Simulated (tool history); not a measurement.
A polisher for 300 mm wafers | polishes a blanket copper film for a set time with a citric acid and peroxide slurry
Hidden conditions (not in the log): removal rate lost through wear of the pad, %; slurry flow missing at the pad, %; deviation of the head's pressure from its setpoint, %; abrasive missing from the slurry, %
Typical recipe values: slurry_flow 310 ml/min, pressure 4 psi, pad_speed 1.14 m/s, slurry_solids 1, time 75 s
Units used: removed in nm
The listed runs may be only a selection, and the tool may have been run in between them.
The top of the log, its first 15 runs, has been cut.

| run | hour | slurry_flow | pressure | pad_speed | slurry_solids | time | wafers since the last listed run | wafers polished on this pad | hours since the slurry nozzle was cleaned | hours since the head pressure was calibrated | hours since the slurry blender was calibrated | incoming thickness of the incoming film, nm | removed |
|---|---|---|---|---|---|---|---|---|---|---|---|---|---|
| 16 | 223.9 | 310 | 4 | 1.14 | 1 | 85 | 127 | 770 | 198.3 | 145.6 | 139.3 | 1066.9 | 249.2 |
|  | 228.8 | worn pad replaced by a new one |
|  | 238.1 | slurry nozzle cleaned |
| 17 | 240.4 | 310 | 4 | 1.14 | 1 | 87 | 96 | 89 | 2.3 | 162.1 | 155.8 | 1076.5 | 269.3 |
| 18 | 246.6 | 310 | 4 | 0.88 | 1 | 100 | 52 | 141 | 8.5 | 168.3 | 162 | 1070 | 245.4 |
|  | 253.9 | slurry blender recalibrated |
| 19 | 261.1 | 310 | 5 | 1.14 | 1.2 | 75 | 105 | 246 | 23 | 182.8 | 7.2 | 1070.2 | 280.3 |
| 20 | 274.2 | 310 | 4 | 1.14 | 1 | 75 | 110 | 356 | 36.1 | 195.9 | 20.3 | 1088.3 | 231.7 |
| 21 | 287.4 | 310 | 4.6 | 1.46 | 0.85 | 75 | 111 | 467 | 49.3 | 209.1 | 33.5 | 1060.8 | 304.9 |
| 22 | 297.2 | 210 | 3 | 1.14 | 1.15 | 52 | 82 | 550 | 59.1 | 218.9 | 43.3 | 1073.1 | 133.4 |
| 23 | 309.2 | 270 | 4 | 1.14 | 1 | 75 | 101 | 651 | 71.1 | 230.9 | 55.3 | 1071.9 | 218.2 |
| 24 | 318 | 310 | 4 | 1.14 | 1 | 75 | 74 | 725 | 79.9 | 239.7 | 64.1 | 1078.6 | 223.8 |
| 25 | 330.1 | 310 | 4 | 1.14 | 1 | 75 | 101 | 827 | 92 | 251.8 | 76.2 | 1067.6 | 220 |
|  | 336.7 | worn pad replaced by a new one |
| 26 | 337.7 | 390 | 4 | 1.14 | 1 | 75 | 30 | 8 | 99.6 | 259.4 | 83.8 | 1076.3 | 242.9 |

Expected results for the next run?
| 27 | 349.1 | 205 | 5.3 | 1.14 | 1 | 64 | 95 | 104 | 111 | 270.8 | 95.2 | 1070.6 | ? |

{"run 27": {"removed": 232}}
Without the tool's hidden state the same run would have given removed 238.5 nm.
